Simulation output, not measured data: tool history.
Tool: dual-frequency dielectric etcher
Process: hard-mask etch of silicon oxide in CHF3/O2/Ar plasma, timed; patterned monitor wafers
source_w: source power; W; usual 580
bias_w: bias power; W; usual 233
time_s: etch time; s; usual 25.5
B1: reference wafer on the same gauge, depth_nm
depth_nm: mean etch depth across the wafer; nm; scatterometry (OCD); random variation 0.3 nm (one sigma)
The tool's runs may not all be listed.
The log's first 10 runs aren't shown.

{"run": 11, "hour": 1111.3, "source_w": 580, "bias_w": 266, "time_s": 31, "B1": 71.5, "depth_nm": 85.9}
{"hour": 1139.6, "done": "wet clean of the chamber"}
{"run": 12, "hour": 1148.4, "source_w": 580, "bias_w": 233, "time_s": 25.5, "B1": 71.4, "depth_nm": 67.2}
{"run": 13, "hour": 1195.7, "source_w": 580, "bias_w": 278, "time_s": 28, "B1": 71.5, "depth_nm": 79.7}
{"run": 14, "hour": 1241.1, "source_w": 580, "bias_w": 233, "time_s": 25.5, "B1": 71.4, "depth_nm": 67.7}
{"run": 15, "hour": 1289.5, "source_w": 580, "bias_w": 189, "time_s": 32, "B1": 71.4, "depth_nm": 76.5}
{"run": 16, "hour": 1330.0, "source_w": 480, "bias_w": 233, "time_s": 21, "B1": 71.5, "depth_nm": 52.2}
{"run": 17, "hour": 1391.8, "source_w": 580, "bias_w": 196, "time_s": 25.5, "B1": 71.5, "depth_nm": 63}
{"run": 18, "hour": 1477.5, "source_w": 650, "bias_w": 218, "time_s": 23, "B1": 71.5, "depth_nm": 61.4}
{"hour": 1515.1, "done": "source power generator calibrated"}
{"run": 19, "hour": 1580.2, "source_w": 580, "bias_w": 233, "time_s": 25.5, "B1": 71.6, "depth_nm": 67.2}
{"run": 20, "hour": 1653.0, "source_w": 580, "bias_w": 214, "time_s": 25.5, "B1": 71.5, "depth_nm": 65.3}
{"run": 21, "hour": 1767.5, "source_w": 580, "bias_w": 233, "time_s": 25.5, "B1": 71.6, "depth_nm": 67.5}
{"run": 22, "hour": 1830.8, "source_w": 630, "bias_w": 256, "time_s": 25.5, "B1": 71.5, "depth_nm": 72.3}
{"hour": 1863.4, "done": "wet clean of the chamber"}
{"run": 23, "hour": 1921.6, "source_w": 630, "bias_w": 218, "time_s": 31, "B1": 71.5, "depth_nm": 81.7}
{"run": 24, "hour": 1977.0, "source_w": 580, "bias_w": 233, "time_s": 25.5, "B1": 71.6, "depth_nm": 67.6}
{"run": 25, "hour": 2059.3, "source_w": 580, "bias_w": 283, "time_s": 25.5, "B1": 71.5, "depth_nm": 73.9}
{"run": 26, "hour": 2117.0, "source_w": 580, "bias_w": 233, "time_s": 25.5, "B1": 71.6, "depth_nm": 67.4}
{"run": 27, "hour": 2180.0, "source_w": 580, "bias_w": 274, "time_s": 28, "B1": 71.5, "depth_nm": 79.9}
{"run": 28, "hour": 2490.8, "source_w": 510, "bias_w": 195, "time_s": 28, "B1": 71.5, "depth_nm": 66.9}

Run 29 comes next. What will it give?
{"hour": 2551.8, "done": "wet clean of the chamber"}
{"run": 29, "hour": 2562.8, "source_w": 470, "bias_w": 269, "time_s": 25.5, "B1": "?", "depth_nm": "?"}

{"run 29": {"B1": 71.5, "depth_nm": 67.9}}
Without the tool's hidden state the same run would have given depth_nm 66.8 nm.
